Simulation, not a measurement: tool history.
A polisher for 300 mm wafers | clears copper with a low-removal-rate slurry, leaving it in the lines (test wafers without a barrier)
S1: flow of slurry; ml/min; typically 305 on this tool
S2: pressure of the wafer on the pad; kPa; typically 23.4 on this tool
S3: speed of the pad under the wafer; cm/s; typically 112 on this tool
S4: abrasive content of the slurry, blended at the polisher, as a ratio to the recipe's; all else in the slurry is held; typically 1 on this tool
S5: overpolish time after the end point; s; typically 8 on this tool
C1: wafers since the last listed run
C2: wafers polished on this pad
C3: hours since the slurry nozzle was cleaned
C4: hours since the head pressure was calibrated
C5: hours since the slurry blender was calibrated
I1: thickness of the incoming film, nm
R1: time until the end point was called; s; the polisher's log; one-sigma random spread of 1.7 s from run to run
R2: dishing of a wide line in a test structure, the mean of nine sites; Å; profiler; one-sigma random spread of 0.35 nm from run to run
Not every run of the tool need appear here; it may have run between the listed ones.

run,hour,S1,S2,S3,S4,S5,C1,C2,C3,C4,C5,I1,R1,R2
1,0,305,23.4,112,1,8,0,569,741.2,172.2,31.6,580.7,141.6,235
2,14.1,305,23.4,112,1,8,117,687,755.3,186.3,45.7,572.5,138.4,236
3,31.6,305,23.4,112,1,8,146,833,772.8,203.8,63.2,566.4,137.8,240
4,42.6,305,23.4,112,1,8,91,925,783.8,214.8,74.2,569.2,138.3,236
5,56,305,23.4,112,1,8,111,1037,797.2,228.2,87.6,570,138.1,242
6,67.4,305,19.3,112,1.15,8,95,1132,808.6,239.6,99,574.2,156.8,217
7,83.9,305,23.4,112,1,8,137,1270,825.1,256.1,115.5,582.5,140.9,233
8,97.9,305,23.4,112,1,8,117,1387,839.1,270.1,129.5,577.9,143.3,240
# hour 101.2: slurry nozzle cleaned
# hour 104.1: worn pad replaced by a new one
# hour 107.3: slurry blender recalibrated
9,110,305,26.2,112,1,8,51,32,8.8,282.2,2.7,576.4,127.8,258
10,122.7,305,26.2,112,1,8,106,138,21.5,294.9,15.4,571,127.9,254
# hour 133.5: head pressure recalibrated
11,134,305,23.4,112,1.15,8,77,216,32.8,0.5,26.7,562.7,129.9,251
12,150.3,305,17.2,148,1.2,11,136,352,49.1,16.8,43,579.7,128.6,343
13,157.3,370,23.4,112,1,6,58,411,56.1,23.8,50,576.5,137,187
14,171,305,23.4,112,1,11,114,525,69.8,37.5,63.7,578.8,139.3,317
15,180.2,305,23.4,112,1,8,76,602,79,46.7,72.9,585.9,144.1,247
16,192.4,305,23.4,112,1,5,101,704,91.2,58.9,85.1,574.2,138.8,152
17,203.6,350,23.4,142,0.9,6,93,798,102.4,70.1,96.3,566.1,108.1,228

What will run 18 give?
18,216,305,23.4,112,1,6,103,901,114.8,82.5,108.7,571.5,?,?

R1: 138.4 s
R2: 186 Å
Without the tool's hidden state the same run would have given R1 138.4 s, R2 186 Å.
